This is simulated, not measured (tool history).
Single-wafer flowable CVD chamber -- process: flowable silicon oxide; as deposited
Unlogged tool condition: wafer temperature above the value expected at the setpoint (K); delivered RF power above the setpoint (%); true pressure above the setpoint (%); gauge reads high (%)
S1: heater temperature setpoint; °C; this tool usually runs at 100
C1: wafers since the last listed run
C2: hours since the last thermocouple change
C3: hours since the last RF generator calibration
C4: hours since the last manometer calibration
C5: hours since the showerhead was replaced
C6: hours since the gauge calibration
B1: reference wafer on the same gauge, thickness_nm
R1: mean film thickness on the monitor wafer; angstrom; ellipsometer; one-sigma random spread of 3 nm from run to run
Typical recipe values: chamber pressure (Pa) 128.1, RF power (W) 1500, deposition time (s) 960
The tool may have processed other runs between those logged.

{"run": 1, "hour": 0.0, "S1": 100, "chamber pressure (Pa)": 128.1, "RF power (W)": 1580, "deposition time (s)": 1068, "C1": 0, "C2": 831.7, "C3": 571, "C4": 601.1, "C5": 1983.8, "C6": 390.7, "B1": 484.302, "R1": 6673.76}
{"run": 2, "hour": 50.9, "S1": 100, "chamber pressure (Pa)": 128.1, "RF power (W)": 1580, "deposition time (s)": 1068, "C1": 136, "C2": 882.6, "C3": 621.9, "C4": 652, "C5": 2034.7, "C6": 441.6, "B1": 483.277, "R1": 6684.54}
{"run": 3, "hour": 114.0, "S1": 100, "chamber pressure (Pa)": 128.1, "RF power (W)": 1580, "deposition time (s)": 1068, "C1": 169, "C2": 945.7, "C3": 685, "C4": 715.1, "C5": 2097.8, "C6": 504.7, "B1": 483.731, "R1": 6686.91}
{"run": 4, "hour": 148.7, "S1": 88, "chamber pressure (Pa)": 140.1, "RF power (W)": 1500, "deposition time (s)": 960, "C1": 93, "C2": 980.4, "C3": 719.7, "C4": 749.8, "C5": 2132.5, "C6": 539.4, "B1": 483.653, "R1": 9315.27}
{"run": 5, "hour": 186.3, "S1": 88, "chamber pressure (Pa)": 140.1, "RF power (W)": 1500, "deposition time (s)": 960, "C1": 101, "C2": 1018, "C3": 757.3, "C4": 787.4, "C5": 2170.1, "C6": 577, "B1": 484.001, "R1": 9191.79}
{"run": 6, "hour": 253.6, "S1": 88, "chamber pressure (Pa)": 140.1, "RF power (W)": 1500, "deposition time (s)": 960, "C1": 180, "C2": 1085.3, "C3": 824.6, "C4": 854.7, "C5": 2237.4, "C6": 644.3, "B1": 483.991, "R1": 9291.73}
{"run": 7, "hour": 295.7, "S1": 100, "chamber pressure (Pa)": 128.1, "RF power (W)": 1500, "deposition time (s)": 960, "C1": 113, "C2": 1127.4, "C3": 866.7, "C4": 896.8, "C5": 2279.5, "C6": 686.4, "B1": 484.237, "R1": 5899.68}
{"hour": 319.0, "done": "gauge calibrated"}
{"run": 8, "hour": 327.3, "S1": 100, "chamber pressure (Pa)": 128.1, "RF power (W)": 1500, "deposition time (s)": 960, "C1": 84, "C2": 1159, "C3": 898.3, "C4": 928.4, "C5": 2311.1, "C6": 8.3, "B1": 484.398, "R1": 5921.32}
{"run": 9, "hour": 367.2, "S1": 100, "chamber pressure (Pa)": 116.5, "RF power (W)": 1500, "deposition time (s)": 825, "C1": 107, "C2": 1198.9, "C3": 938.2, "C4": 968.3, "C5": 2351, "C6": 48.2, "B1": 482.592, "R1": 4672.29}
{"hour": 377.8, "done": "capacitance manometer re-zeroed and calibrated"}
{"run": 10, "hour": 436.6, "S1": 100, "chamber pressure (Pa)": 116.5, "RF power (W)": 1500, "deposition time (s)": 825, "C1": 164, "C2": 1268.3, "C3": 1007.6, "C4": 58.8, "C5": 2420.4, "C6": 117.6, "B1": 483.584, "R1": 4726.62}
{"run": 11, "hour": 469.1, "S1": 100, "chamber pressure (Pa)": 128.1, "RF power (W)": 1500, "deposition time (s)": 831, "C1": 87, "C2": 1300.8, "C3": 1040.1, "C4": 91.3, "C5": 2452.9, "C6": 150.1, "B1": 484.46, "R1": 5142.15}
{"hour": 489.4, "done": "thermocouple changed; heater temperature recalibrated"}
{"run": 12, "hour": 505.9, "S1": 100, "chamber pressure (Pa)": 136.4, "RF power (W)": 1500, "deposition time (s)": 1129, "C1": 77, "C2": 16.5, "C3": 1076.9, "C4": 128.1, "C5": 2489.7, "C6": 186.9, "B1": 483.159, "R1": 7378.83}
{"run": 13, "hour": 530.1, "S1": 100, "chamber pressure (Pa)": 117.6, "RF power (W)": 1670, "deposition time (s)": 960, "C1": 65, "C2": 40.7, "C3": 1101.1, "C4": 152.3, "C5": 2513.9, "C6": 211.1, "B1": 485.282, "R1": 5752.15}
{"run": 14, "hour": 558.3, "S1": 100, "chamber pressure (Pa)": 99.1, "RF power (W)": 1750, "deposition time (s)": 960, "C1": 75, "C2": 68.9, "C3": 1129.3, "C4": 180.5, "C5": 2542.1, "C6": 239.3, "B1": 484.456, "R1": 5055.33}
{"run": 15, "hour": 608.9, "S1": 100, "chamber pressure (Pa)": 128.1, "RF power (W)": 1500, "deposition time (s)": 1012, "C1": 135, "C2": 119.5, "C3": 1179.9, "C4": 231.1, "C5": 2592.7, "C6": 289.9, "B1": 484.368, "R1": 6231.5}
{"run": 16, "hour": 649.6, "S1": 100, "chamber pressure (Pa)": 128.1, "RF power (W)": 1500, "deposition time (s)": 1012, "C1": 109, "C2": 160.2, "C3": 1220.6, "C4": 271.8, "C5": 2633.4, "C6": 330.6, "B1": 483.542, "R1": 6153.61}
{"hour": 665.7, "done": "RF generator calibrated"}
{"hour": 698.1, "done": "showerhead replaced"}
{"run": 17, "hour": 698.6, "S1": 95, "chamber pressure (Pa)": 128.1, "RF power (W)": 1210, "deposition time (s)": 1115, "C1": 88, "C2": 209.2, "C3": 32.9, "C4": 320.8, "C5": 0.5, "C6": 379.6, "B1": 483.802, "R1": 7249.6}
{"run": 18, "hour": 735.3, "S1": 100, "chamber pressure (Pa)": 128.1, "RF power (W)": 1500, "deposition time (s)": 960, "C1": 98, "C2": 245.9, "C3": 69.6, "C4": 357.5, "C5": 37.2, "C6": 416.3, "B1": 484.509, "R1": 5882.78}
{"run": 19, "hour": 776.4, "S1": 100, "chamber pressure (Pa)": 145.2, "RF power (W)": 1335, "deposition time (s)": 1080, "C1": 110, "C2": 287, "C3": 110.7, "C4": 398.6, "C5": 78.3, "C6": 457.4, "B1": 484.525, "R1": 7064.8}
{"run": 20, "hour": 810.7, "S1": 90, "chamber pressure (Pa)": 128.1, "RF power (W)": 1500, "deposition time (s)": 1059, "C1": 92, "C2": 321.3, "C3": 145, "C4": 432.9, "C5": 112.6, "C6": 491.7, "B1": 483.648, "R1": 9032.28}
{"run": 21, "hour": 861.0, "S1": 100, "chamber pressure (Pa)": 128.1, "RF power (W)": 1500, "deposition time (s)": 960, "C1": 135, "C2": 371.6, "C3": 195.3, "C4": 483.2, "C5": 162.9, "C6": 542, "B1": 483.731, "R1": 5861.6}
{"run": 22, "hour": 896.7, "S1": 100, "chamber pressure (Pa)": 118.1, "RF power (W)": 1340, "deposition time (s)": 877, "C1": 95, "C2": 407.3, "C3": 231, "C4": 518.9, "C5": 198.6, "C6": 577.7, "B1": 483.346, "R1": 4812.98}
{"run": 23, "hour": 928.0, "S1": 94, "chamber pressure (Pa)": 154.8, "RF power (W)": 1340, "deposition time (s)": 1026, "C1": 84, "C2": 438.6, "C3": 262.3, "C4": 550.2, "C5": 229.9, "C6": 609, "B1": 483.962, "R1": 8565.6}

How would selected steps in R1 from run to run divide? Give the signed amount a tool lacking its hidden state would still show from settings, what came in and random variation, and the signed amount left for the hidden state, including any gauge scatter that is not in both of the compared results.
Run 6 -> 7: S1 88 -> 100, chamber pressure (Pa) 140.1 -> 128.1. R1 -3392.05 angstrom: hidden state +78.28, all else -3470.33.
Run 9 -> 10: capacitance manometer re-zeroed and calibrated. R1 +54.33 angstrom: hidden state +85.25, all else -30.92.
Run 22 -> 23: S1 100 -> 94, chamber pressure (Pa) 118.1 -> 154.8, deposition time (s) 877 -> 1026. R1 +3752.62 angstrom: hidden state -72.64, all else +3825.26.

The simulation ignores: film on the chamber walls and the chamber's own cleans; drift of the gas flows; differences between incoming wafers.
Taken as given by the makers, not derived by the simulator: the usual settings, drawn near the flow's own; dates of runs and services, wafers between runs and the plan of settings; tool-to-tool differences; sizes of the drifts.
